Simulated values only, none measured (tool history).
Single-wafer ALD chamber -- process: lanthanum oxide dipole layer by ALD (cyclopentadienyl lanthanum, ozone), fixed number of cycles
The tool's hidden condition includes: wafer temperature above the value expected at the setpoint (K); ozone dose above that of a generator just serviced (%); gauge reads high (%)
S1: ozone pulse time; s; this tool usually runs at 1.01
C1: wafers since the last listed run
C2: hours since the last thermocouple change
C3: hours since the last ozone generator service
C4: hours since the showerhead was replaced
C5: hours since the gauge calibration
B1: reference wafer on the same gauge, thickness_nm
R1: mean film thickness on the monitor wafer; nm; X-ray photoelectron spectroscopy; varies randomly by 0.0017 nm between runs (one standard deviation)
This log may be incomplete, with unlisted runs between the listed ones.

run	hour	S1	C1	C2	C3	C4	C5	B1	R1
1	0.0	1.12	0	1941.4	832.7	3838.5	752.4	0.380	0.475
2	30.7	1.12	406	1972.1	863.4	3869.2	783.1	0.380	0.473
3	63.2	1.10	430	2004.6	895.9	3901.7	815.6	0.379	0.471
4	75.9	1.01	168	2017.3	908.6	3914.4	828.3	0.379	0.460
5	103.5	1.01	365	2044.9	936.2	3942.0	855.9	0.379	0.460
6	126.6	1.01	306	2068.0	959.3	3965.1	879.0	0.379	0.460
7	155.2	1.01	378	2096.6	987.9	3993.7	907.6	0.378	0.461
# hour 169.1: ozone generator serviced
8	186.6	1.01	310	2128.0	17.5	4025.1	939.0	0.378	0.460
# hour 213.3: gauge calibrated
9	213.7	1.01	359	2155.1	44.6	4052.2	0.4	0.390	0.478
10	243.7	1.01	397	2185.1	74.6	4082.2	30.4	0.390	0.476
11	272.3	1.01	378	2213.7	103.2	4110.8	59.0	0.389	0.473
12	292.5	1.01	267	2233.9	123.4	4131.0	79.2	0.389	0.474
# hour 334.9: showerhead replaced
13	335.4	1.01	462	2276.8	166.3	0.5	122.1	0.389	0.472
14	356.1	0.86	274	2297.5	187.0	21.2	142.8	0.389	0.451
15	374.8	1.29	247	2316.2	205.7	39.9	161.5	0.388	0.499
16	394.0	1.28	254	2335.4	224.9	59.1	180.7	0.388	0.498
17	426.6	1.41	431	2368.0	257.5	91.7	213.3	0.388	0.508
18	454.3	1.31	366	2395.7	285.2	119.4	241.0	0.388	0.502
19	484.2	0.65	396	2425.6	315.1	149.3	270.9	0.387	0.411
20	504.6	1.14	270	2446.0	335.5	169.7	291.3	0.387	0.483
21	529.1	1.27	324	2470.5	360.0	194.2	315.8	0.387	0.498
22	549.9	0.64	275	2491.3	380.8	215.0	336.6	0.387	0.406
23	567.5	1.23	233	2508.9	398.4	232.6	354.2	0.387	0.494
24	593.6	0.62	345	2535.0	424.5	258.7	380.3	0.386	0.402
25	611.4	1.01	235	2552.8	442.3	276.5	398.1	0.386	0.469
26	634.4	1.19	304	2575.8	465.3	299.5	421.1	0.386	0.486
27	647.0	0.85	166	2588.4	477.9	312.1	433.7	0.386	0.448
# hour 697.0: thermocouple changed; heater temperature recalibrated
28	744.9	0.72	1190	47.9	575.8	410.0	531.6	0.385	0.424
29	771.3	0.68	349	74.3	602.2	436.4	558.0	0.385	0.414
30	829.9	1.01	776	132.9	660.8	495.0	616.6	0.384	0.467
31	862.7	1.41	434	165.7	693.6	527.8	649.4	0.384	0.505
32	898.4	0.72	472	201.4	729.3	563.5	685.1	0.384	0.420
33	924.7	1.01	348	227.7	755.6	589.8	711.4	0.383	0.468
34	951.9	1.35	360	254.9	782.8	617.0	738.6	0.383	0.497

Run-by-run hidden state of the tool:
wafer temperature above the value expected at the setpoint (K): 0 in every run
ozone dose above that of a generator just serviced (%): 0 in every run
H1: gauge reads high (%)
run	H1
1	-2.37
2	-2.44
3	-2.52
4	-2.55
5	-2.61
6	-2.67
7	-2.73
8	-2.81
9	0.198
10	0.127
11	0.0596
12	0.0119
13	-0.0894
14	-0.138
15	-0.182
16	-0.228
17	-0.305
18	-0.37
19	-0.441
20	-0.489
21	-0.547
22	-0.596
23	-0.638
24	-0.699
25	-0.741
26	-0.796
27	-0.825
28	-1.06
29	-1.12
30	-1.26
31	-1.33
32	-1.42
33	-1.48
34	-1.55

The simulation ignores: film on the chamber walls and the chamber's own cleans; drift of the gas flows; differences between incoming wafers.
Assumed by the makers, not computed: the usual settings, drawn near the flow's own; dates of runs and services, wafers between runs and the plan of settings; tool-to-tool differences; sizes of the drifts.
